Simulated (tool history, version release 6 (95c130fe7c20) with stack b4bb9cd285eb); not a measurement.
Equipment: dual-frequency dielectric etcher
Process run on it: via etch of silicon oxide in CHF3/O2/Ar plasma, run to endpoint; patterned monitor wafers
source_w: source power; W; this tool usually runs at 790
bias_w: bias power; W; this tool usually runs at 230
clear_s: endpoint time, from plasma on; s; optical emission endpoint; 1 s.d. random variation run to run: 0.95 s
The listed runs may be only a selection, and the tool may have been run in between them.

| run | hour | source_w | bias_w | incoming incoming film thickness, nm | clear_s |
|---|---|---|---|---|---|
| 1 | 0 | 790 | 211 | 424.2 | 163.8 |
| 2 | 33.7 | 790 | 230 | 424.6 | 154.8 |
| 3 | 59.1 | 690 | 274 | 422.1 | 147.5 |
| 4 | 81.6 | 690 | 274 | 420.9 | 147.8 |
| 5 | 98.3 | 790 | 271 | 424.8 | 141.7 |
| 6 | 118.1 | 790 | 271 | 420.6 | 140.7 |
| 7 | 152.1 | 730 | 243 | 425.5 | 153.4 |
| 8 | 183.8 | 730 | 243 | 421.8 | 150.8 |
| 9 | 201.4 | 790 | 273 | 424.4 | 136.5 |
|  | 250.5 | wet clean of the chamber |
| 10 | 251 | 790 | 188 | 428.2 | 182 |
| 11 | 254.4 | 930 | 230 | 425.3 | 149.9 |
|  | 280.1 | upper electrode replaced, of another model than before |
| 12 | 287.1 | 930 | 230 | 422.5 | 151.3 |
| 13 | 308.6 | 930 | 230 | 423.4 | 150.6 |
| 14 | 329.7 | 790 | 267 | 422.8 | 140.4 |
|  | 348.8 | bias power generator calibrated |
| 15 | 363.6 | 640 | 273 | 425.1 | 146.8 |
| 16 | 390.4 | 790 | 230 | 424.2 | 156.4 |
| 17 | 426.1 | 790 | 230 | 425.2 | 155.3 |
| 18 | 457.4 | 790 | 230 | 424.4 | 154.6 |
| 19 | 489.5 | 960 | 184 | 422 | 178.2 |
|  | 505.2 | source power generator calibrated |
| 20 | 506.6 | 670 | 182 | 423.6 | 198.9 |
| 21 | 537.5 | 650 | 182 | 429.4 | 202.5 |
| 22 | 555.7 | 730 | 259 | 425 | 143.5 |
| 23 | 624.1 | 680 | 269 | 419.6 | 138.2 |
|  | 660.9 | wet clean of the chamber |
| 24 | 661.4 | 790 | 230 | 420 | 157.7 |
| 25 | 693.1 | 790 | 230 | 422.3 | 159 |
| 26 | 705.2 | 970 | 280 | 425.8 | 129.2 |

Each row is a separate what-if for the run after 26, all from the same tool condition, not one after another. Results?
| A | 705.7 | 790 | 179 | 416.9 | ? |
| B | 705.7 | 970 | 210 | 416.9 | ? |
| C | 705.7 | 640 | 188 | 416.9 | ? |
| D | 705.7 | 990 | 192 | 416.9 | ? |
| E | 705.7 | 950 | 179 | 416.9 | ? |

| run | clear_s |
|---|---|
| A | 195.6 |
| B | 157.8 |
| C | 198.2 |
| D | 169.8 |
| E | 184.4 |
With the hidden condition removed and each run's random variation left untouched, the same runs would have given:
| run | clear_s |
|---|---|
| A | 195.9 |
| B | 158 |
| C | 198.5 |
| D | 170 |
| E | 184.7 |

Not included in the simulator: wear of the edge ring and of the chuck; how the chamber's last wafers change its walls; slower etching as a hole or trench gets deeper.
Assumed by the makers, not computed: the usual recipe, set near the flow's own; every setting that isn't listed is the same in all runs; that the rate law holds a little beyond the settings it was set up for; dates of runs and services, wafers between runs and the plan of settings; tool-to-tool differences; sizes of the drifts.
